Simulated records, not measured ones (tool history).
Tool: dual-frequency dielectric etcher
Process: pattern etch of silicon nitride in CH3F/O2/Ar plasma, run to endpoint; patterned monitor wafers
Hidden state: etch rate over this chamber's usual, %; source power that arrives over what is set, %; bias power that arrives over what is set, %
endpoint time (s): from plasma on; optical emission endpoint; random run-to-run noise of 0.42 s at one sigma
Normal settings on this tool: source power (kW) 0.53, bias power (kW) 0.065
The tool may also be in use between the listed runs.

run   hour  source power (kW)  bias power (kW)  wafers since the last listed run  hours since the last wet clean  hours since the last source power generator calibration  hours since the last bias power generator calibration  hours since the last upper electrode change  incoming incoming film thickness, nm  endpoint time (s)
  1      0               0.62            0.065                                 0                           237.9                                                   2851.4                                                 2974.1                                       3371.5                                 45.61               58.4
  2    6.3                0.6            0.065                                74                           244.2                                                   2857.7                                                 2980.4                                       3377.8                                 45.67               59.3
  3   19.9               0.53            0.062                               160                           257.8                                                   2871.3                                                   2994                                       3391.4                                 45.06               62.3
  4   28.1               0.53            0.062                                96                             266                                                   2879.5                                                 3002.2                                       3399.6                                 45.26               63.1
  5     40               0.53            0.062                               140                           277.9                                                   2891.4                                                 3014.1                                       3411.5                                 45.25                 63
  6   52.4               0.53            0.077                               146                           290.3                                                   2903.8                                                 3026.5                                       3423.9                                 45.57               58.9
  7   68.1               0.53            0.058                               185                             306                                                   2919.5                                                 3042.2                                       3439.6                                 45.38               64.5
  8   75.2               0.44            0.065                                83                           313.1                                                   2926.6                                                 3049.3                                       3446.7                                  45.4                 67
  9   92.8               0.44            0.065                               207                           330.7                                                   2944.2                                                 3066.9                                       3464.3                                 45.01               66.6
 10  106.5               0.44            0.065                               161                           344.4                                                   2957.9                                                 3080.6                                         3478                                  45.5               67.3
 11  123.4               0.63            0.065                               199                           361.3                                                   2974.8                                                 3097.5                                       3494.9                                 44.97               58.7
 12  129.5               0.63            0.065                                72                           367.4                                                   2980.9                                                 3103.6                                         3501                                 45.38               58.7
 13  138.5               0.53            0.074                               106                           376.4                                                   2989.9                                                 3112.6                                         3510                                 45.09               59.9
 14  156.2               0.53            0.074                               209                           394.1                                                   3007.6                                                 3130.3                                       3527.7                                 45.17                 60
 15  165.3               0.53            0.065                               107                           403.2                                                   3016.7                                                 3139.4                                       3536.8                                  45.4               62.8
 16  182.5               0.53            0.065                               203                           420.4                                                   3033.9                                                 3156.6                                         3554                                 45.19               62.5
 17  199.9               0.53            0.054                               205                           437.8                                                   3051.3                                                   3174                                       3571.4                                 45.22               65.3
 18  211.1               0.62             0.07                               132                             449                                                   3062.5                                                 3185.2                                       3582.6                                 45.23               58.1
 19  227.3               0.53            0.065                               191                           465.2                                                   3078.7                                                 3201.4                                       3598.8                                 45.53               63.4
 20  234.2               0.59            0.071                                81                           472.1                                                   3085.6                                                 3208.3                                       3605.7                                 45.43                 59
 21  245.3               0.44            0.052                               131                           483.2                                                   3096.7                                                 3219.4                                       3616.8                                 45.32               71.4
 22  258.1               0.43            0.073                               151                             496                                                   3109.5                                                 3232.2                                       3629.6                                 44.94               64.8
     282.3  -- upper electrode replaced
 23  282.8               0.65            0.065                                 8                           520.7                                                   3134.2                                                 3256.9                                          0.5                                 45.28               58.8
 24  283.1               0.53            0.065                                 3                             521                                                   3134.5                                                 3257.2                                          0.8                                 45.64               63.4
       299  -- source power generator calibrated
     312.3  -- wet clean of the chamber
 25  312.8               0.63            0.074                               145                             0.5                                                     13.8                                                 3286.9                                         30.5                                 45.55               59.5
     334.8  -- bias power generator calibrated
 26  335.3               0.64            0.065                               218                              23                                                     36.3                                                    0.5                                           53                                    45               60.7
 27  348.7               0.61            0.065                               158                            36.4                                                     49.7                                                   13.9                                         66.4                                 45.27                 62
 28  356.2               0.53            0.057                                88                            43.9                                                     57.2                                                   21.4                                         73.9                                 45.93               69.5
 29    369               0.62            0.053                               151                            56.7                                                       70                                                   34.2                                         86.7                                 45.46               64.7
 30  377.7               0.45            0.065                               102                            65.4                                                     78.7                                                   42.9                                         95.4                                 45.67                 70
 31  391.9               0.66            0.061                               167                            79.6                                                     92.9                                                   57.1                                        109.6                                 45.22               61.9
     423.9  -- wet clean of the chamber, repeated, since the last time left the tool worse
 32  424.4                0.6            0.057                               100                             0.5                                                    125.4                                                   89.6                                        142.1                                 44.95                 60
 33  424.8               0.64            0.065                                 4                             0.9                                                    125.8                                                     90                                        142.5                                 45.39               57.2
 34    458               0.53            0.054                               392                            34.1                                                      159                                                  123.2                                        175.7                                 45.24               64.6

Measured less the same run without the tool's hidden state. The same run-to-run variation is in both; the gauge's scatter may not be:
run  endpoint time (s)
  1               +0.6
  2               +0.7
  3               +0.8
  4               +0.8
  5               +0.9
  6               +0.8
  7                 +1
  8                 +1
  9               +1.2
 10               +1.2
 11               +1.2
 12               +1.2
 13               +1.3
 14               +1.3
 15               +1.4
 16               +1.5
 17               +1.7
 18               +1.5
 19               +1.8
 20               +1.7
 21               +2.1
 22               +1.9
 23               +1.9
 24               +2.1
 25               +3.6
 26               +3.8
 27               +3.9
 28               +4.5
 29               +4.2
 30               +4.6
 31               +4.2
 32               +0.2
 33               +0.3
 34               +0.5

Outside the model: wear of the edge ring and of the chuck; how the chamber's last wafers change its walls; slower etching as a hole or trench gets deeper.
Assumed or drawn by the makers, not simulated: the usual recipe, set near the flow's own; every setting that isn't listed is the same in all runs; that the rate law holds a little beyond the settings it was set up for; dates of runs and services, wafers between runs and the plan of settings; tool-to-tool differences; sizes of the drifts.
